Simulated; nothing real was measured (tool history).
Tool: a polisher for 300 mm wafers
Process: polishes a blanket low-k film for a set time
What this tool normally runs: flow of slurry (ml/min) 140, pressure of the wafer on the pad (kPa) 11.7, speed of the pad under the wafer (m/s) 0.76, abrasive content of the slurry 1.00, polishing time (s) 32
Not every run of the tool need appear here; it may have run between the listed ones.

run    hour  flow of slurry (ml/min)  pressure of the wafer on the pad (kPa)  speed of the pad under the wafer (m/s)  abrasive content of the slurry  polishing time (s)  incoming thickness of the incoming film, nm  film removed (angstrom)
  1     0.0                      140                                    11.7                                    0.76                            1.00                  32                                        777.1                       89
  2    79.9                      140                                    11.7                                    0.76                            1.00                  32                                        769.3                       93
  3   156.1                      140                                    11.7                                    0.76                            1.00                  32                                        778.0                       93
  4   430.5                      180                                    11.7                                    0.76                            1.15                  32                                        774.3                       94
  5   491.9                      180                                    11.7                                    0.76                            1.15                  32                                        777.9                       88
  6   530.9                      180                                    11.7                                    0.76                            1.15                  32                                        764.9                      102
  7   635.7                      140                                    11.7                                    0.76                            1.00                  32                                        776.2                       91
  8   696.3                      185                                    11.7                                    0.76                            1.00                  28                                        770.6                       80
  9   770.6                      140                                    11.7                                    0.76                            1.00                  22                                        769.1                       65
 10   849.9                      140                                    11.7                                    0.76                            1.00                  32                                        761.2                       92
 11   948.3                      140                                     8.3                                    0.76                            1.00                  32                                        771.4                       67
 12  1023.3                      140                                    15.9                                    0.50                            0.70                  37                                        777.0                       96
 13  1105.6                      140                                    11.7                                    0.60                            1.00                  32                                        765.8                       74
 14  1173.9                       90                                    11.7                                    0.76                            1.00                  32                                        763.8                       82
 15  1210.9                      140                                     8.3                                    0.76                            1.10                  32                                        773.3                       69

Taken out of this log: 19 entries between the listed runs. Where each belongs, and how the hidden state differs across it:
Run 1 -> run 2: slurry blender recalibrated (hour 21.2); worn pad replaced by a new one (hour 41.7)
  removal rate lost through wear of the pad, %: 8.33 -> 0.732
  measured less the result without the state, film removed (angstrom): -8 -> -1
Run 2 -> run 3: slurry nozzle cleaned (hour 155.6)
  removal rate lost through wear of the pad, %: 0.732 -> 2.77
  measured less the result without the state, film removed (angstrom): -1 -> -2
Run 3 -> run 4: conditioning disc replaced and pad reconditioned (hour 177.7); worn pad replaced by a new one (hour 253.0); slurry blender recalibrated (hour 323.7); head pressure recalibrated (hour 370.2); slurry nozzle cleaned (hour 414.1)
  removal rate lost through wear of the pad, %: 2.77 -> 6.53
  measured less the result without the state, film removed (angstrom): -2 -> -7
Run 5 -> run 6: worn pad replaced by a new one (hour 516.9)
  removal rate lost through wear of the pad, %: 11 -> 0.79
  measured less the result without the state, film removed (angstrom): -11 -> +0
Run 6 -> run 7: conditioning disc replaced and pad reconditioned (hour 611.9); slurry blender recalibrated (hour 619.6)
  removal rate lost through wear of the pad, %: 0.79 -> 3.23
  measured less the result without the state, film removed (angstrom): +0 -> -3
Run 7 -> run 8: slurry nozzle cleaned (hour 678.0)
  removal rate lost through wear of the pad, %: 3.23 -> 6.4
  measured less the result without the state, film removed (angstrom): -3 -> -5
Run 8 -> run 9: worn pad replaced by a new one (hour 725.1)
  removal rate lost through wear of the pad, %: 6.4 -> 0.376
  measured less the result without the state, film removed (angstrom): -5 -> +0
Run 10 -> run 11: worn pad replaced by a new one (hour 942.8)
  removal rate lost through wear of the pad, %: 2.74 -> 0.187
  measured less the result without the state, film removed (angstrom): -3 -> +0
Run 11 -> run 12: slurry nozzle cleaned (hour 949.5); slurry blender recalibrated (hour 964.5)
  removal rate lost through wear of the pad, %: 0.187 -> 1.32
  measured less the result without the state, film removed (angstrom): +0 -> -1
Run 12 -> run 13: conditioning disc replaced and pad reconditioned (hour 1056.5)
  removal rate lost through wear of the pad, %: 1.32 -> 4.83
  measured less the result without the state, film removed (angstrom): -1 -> -4
Run 13 -> run 14: slurry nozzle cleaned (hour 1157.6)
  removal rate lost through wear of the pad, %: 4.83 -> 9.55
  measured less the result without the state, film removed (angstrom): -4 -> -8
Run 14 -> run 15: worn pad replaced by a new one (hour 1179.0)
  removal rate lost through wear of the pad, %: 9.55 -> 0.446
  measured less the result without the state, film removed (angstrom): -8 -> +0

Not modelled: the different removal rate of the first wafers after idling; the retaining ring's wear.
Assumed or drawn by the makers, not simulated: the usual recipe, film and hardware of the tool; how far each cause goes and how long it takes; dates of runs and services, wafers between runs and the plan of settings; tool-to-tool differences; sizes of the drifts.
